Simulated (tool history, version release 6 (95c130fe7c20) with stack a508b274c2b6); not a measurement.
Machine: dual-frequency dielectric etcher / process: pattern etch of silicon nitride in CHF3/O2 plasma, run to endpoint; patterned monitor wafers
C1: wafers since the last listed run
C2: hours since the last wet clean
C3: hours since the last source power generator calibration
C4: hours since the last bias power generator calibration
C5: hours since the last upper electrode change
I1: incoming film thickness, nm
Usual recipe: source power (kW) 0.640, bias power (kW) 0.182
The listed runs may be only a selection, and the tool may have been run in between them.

{"run": 1, "hour": 0.0, "source power (kW)": 0.64, "bias power (kW)": 0.182, "C1": 0, "C2": 157.1, "C3": 3006.7, "C4": 1907.6, "C5": 2075.9, "I1": 75.0, "endpoint time (s)": 42.9}
{"run": 2, "hour": 23.4, "source power (kW)": 0.64, "bias power (kW)": 0.182, "C1": 224, "C2": 180.5, "C3": 3030.1, "C4": 1931.0, "C5": 2099.3, "I1": 73.8, "endpoint time (s)": 42.6}
{"run": 3, "hour": 48.1, "source power (kW)": 0.64, "bias power (kW)": 0.182, "C1": 237, "C2": 205.2, "C3": 3054.8, "C4": 1955.7, "C5": 2124.0, "I1": 74.0, "endpoint time (s)": 42.3}
{"run": 4, "hour": 67.2, "source power (kW)": 0.64, "bias power (kW)": 0.182, "C1": 183, "C2": 224.3, "C3": 3073.9, "C4": 1974.8, "C5": 2143.1, "I1": 74.4, "endpoint time (s)": 42.7}
{"run": 5, "hour": 90.9, "source power (kW)": 0.64, "bias power (kW)": 0.182, "C1": 227, "C2": 248.0, "C3": 3097.6, "C4": 1998.5, "C5": 2166.8, "I1": 75.0, "endpoint time (s)": 42.9}
{"run": 6, "hour": 112.2, "source power (kW)": 0.64, "bias power (kW)": 0.182, "C1": 204, "C2": 269.3, "C3": 3118.9, "C4": 2019.8, "C5": 2188.1, "I1": 74.5, "endpoint time (s)": 42.9}
{"run": 7, "hour": 218.7, "source power (kW)": 0.64, "bias power (kW)": 0.182, "C1": 1023, "C2": 375.8, "C3": 3225.4, "C4": 2126.3, "C5": 2294.6, "I1": 74.2, "endpoint time (s)": 42.0}
{"run": 8, "hour": 248.1, "source power (kW)": 0.64, "bias power (kW)": 0.182, "C1": 282, "C2": 405.2, "C3": 3254.8, "C4": 2155.7, "C5": 2324.0, "I1": 75.3, "endpoint time (s)": 42.6}
{"run": 9, "hour": 262.6, "source power (kW)": 0.64, "bias power (kW)": 0.182, "C1": 139, "C2": 419.7, "C3": 3269.3, "C4": 2170.2, "C5": 2338.5, "I1": 74.0, "endpoint time (s)": 42.3}
{"hour": 305.0, "done": "source power generator calibrated"}
{"hour": 348.6, "done": "bias power generator calibrated"}
{"run": 10, "hour": 358.1, "source power (kW)": 0.69, "bias power (kW)": 0.182, "C1": 840, "C2": 515.2, "C3": 53.1, "C4": 9.5, "C5": 2434.0, "I1": 74.5, "endpoint time (s)": 41.4}
{"hour": 411.5, "done": "upper electrode replaced"}
{"run": 11, "hour": 412.0, "source power (kW)": 0.64, "bias power (kW)": 0.182, "C1": 287, "C2": 569.1, "C3": 107.0, "C4": 63.4, "C5": 0.5, "I1": 74.0, "endpoint time (s)": 41.5}
{"run": 12, "hour": 422.3, "source power (kW)": 0.64, "bias power (kW)": 0.182, "C1": 98, "C2": 579.4, "C3": 117.3, "C4": 73.7, "C5": 10.8, "I1": 74.1, "endpoint time (s)": 41.3}
{"run": 13, "hour": 445.8, "source power (kW)": 0.59, "bias power (kW)": 0.156, "C1": 225, "C2": 602.9, "C3": 140.8, "C4": 97.2, "C5": 34.3, "I1": 74.3, "endpoint time (s)": 44.9}
{"run": 14, "hour": 461.0, "source power (kW)": 0.73, "bias power (kW)": 0.166, "C1": 146, "C2": 618.1, "C3": 156.0, "C4": 112.4, "C5": 49.5, "I1": 74.8, "endpoint time (s)": 41.3}
{"hour": 505.7, "done": "wet clean of the chamber"}
{"run": 15, "hour": 506.2, "source power (kW)": 0.53, "bias power (kW)": 0.161, "C1": 203, "C2": 0.5, "C3": 201.2, "C4": 157.6, "C5": 94.7, "I1": 74.5, "endpoint time (s)": 48.1}
{"run": 16, "hour": 508.5, "source power (kW)": 0.58, "bias power (kW)": 0.22, "C1": 22, "C2": 2.8, "C3": 203.5, "C4": 159.9, "C5": 97.0, "I1": 74.9, "endpoint time (s)": 42.6}
{"run": 17, "hour": 528.8, "source power (kW)": 0.64, "bias power (kW)": 0.144, "C1": 195, "C2": 23.1, "C3": 223.8, "C4": 180.2, "C5": 117.3, "I1": 74.8, "endpoint time (s)": 47.1}
{"run": 18, "hour": 557.2, "source power (kW)": 0.79, "bias power (kW)": 0.169, "C1": 272, "C2": 51.5, "C3": 252.2, "C4": 208.6, "C5": 145.7, "I1": 75.0, "endpoint time (s)": 42.1}
{"run": 19, "hour": 588.9, "source power (kW)": 0.77, "bias power (kW)": 0.182, "C1": 304, "C2": 83.2, "C3": 283.9, "C4": 240.3, "C5": 177.4, "I1": 75.2, "endpoint time (s)": 41.6}
{"run": 20, "hour": 616.3, "source power (kW)": 0.64, "bias power (kW)": 0.182, "C1": 263, "C2": 110.6, "C3": 311.3, "C4": 267.7, "C5": 204.8, "I1": 75.7, "endpoint time (s)": 44.1}
{"run": 21, "hour": 630.9, "source power (kW)": 0.71, "bias power (kW)": 0.147, "C1": 140, "C2": 125.2, "C3": 325.9, "C4": 282.3, "C5": 219.4, "I1": 74.0, "endpoint time (s)": 44.7}
{"run": 22, "hour": 666.4, "source power (kW)": 0.64, "bias power (kW)": 0.182, "C1": 341, "C2": 160.7, "C3": 361.4, "C4": 317.8, "C5": 254.9, "I1": 74.1, "endpoint time (s)": 42.9}
{"run": 23, "hour": 690.1, "source power (kW)": 0.52, "bias power (kW)": 0.195, "C1": 227, "C2": 184.4, "C3": 385.1, "C4": 341.5, "C5": 278.6, "I1": 75.0, "endpoint time (s)": 45.6}
{"run": 24, "hour": 715.1, "source power (kW)": 0.74, "bias power (kW)": 0.182, "C1": 240, "C2": 209.4, "C3": 410.1, "C4": 366.5, "C5": 303.6, "I1": 74.1, "endpoint time (s)": 41.1}
{"run": 25, "hour": 727.4, "source power (kW)": 0.64, "bias power (kW)": 0.182, "C1": 118, "C2": 221.7, "C3": 422.4, "C4": 378.8, "C5": 315.9, "I1": 74.6, "endpoint time (s)": 42.6}

Branching from run 25: 4 alternative next runs. What would each branch give?
{"run": "A", "hour": 727.8, "source power (kW)": 0.64, "bias power (kW)": 0.136, "C1": 3, "C2": 222.1, "C3": 422.8, "C4": 379.2, "C5": 316.3, "I1": 73.8, "endpoint time (s)": "?"}
{"run": "B", "hour": 727.8, "source power (kW)": 0.64, "bias power (kW)": 0.157, "C1": 3, "C2": 222.1, "C3": 422.8, "C4": 379.2, "C5": 316.3, "I1": 73.8, "endpoint time (s)": "?"}
{"run": "C", "hour": 727.8, "source power (kW)": 0.75, "bias power (kW)": 0.149, "C1": 3, "C2": 222.1, "C3": 422.8, "C4": 379.2, "C5": 316.3, "I1": 73.8, "endpoint time (s)": "?"}
{"run": "D", "hour": 727.8, "source power (kW)": 0.58, "bias power (kW)": 0.168, "C1": 3, "C2": 222.1, "C3": 422.8, "C4": 379.2, "C5": 316.3, "I1": 73.8, "endpoint time (s)": "?"}

run=A endpoint_time_(s)=46.3
run=B endpoint_time_(s)=44.5
run=C endpoint_time_(s)=43.0
run=D endpoint_time_(s)=44.8
Without the tool's unlogged condition, the same runs would have read:
run=A endpoint_time_(s)=47.1
run=B endpoint_time_(s)=45.2
run=C endpoint_time_(s)=43.8
run=D endpoint_time_(s)=45.6
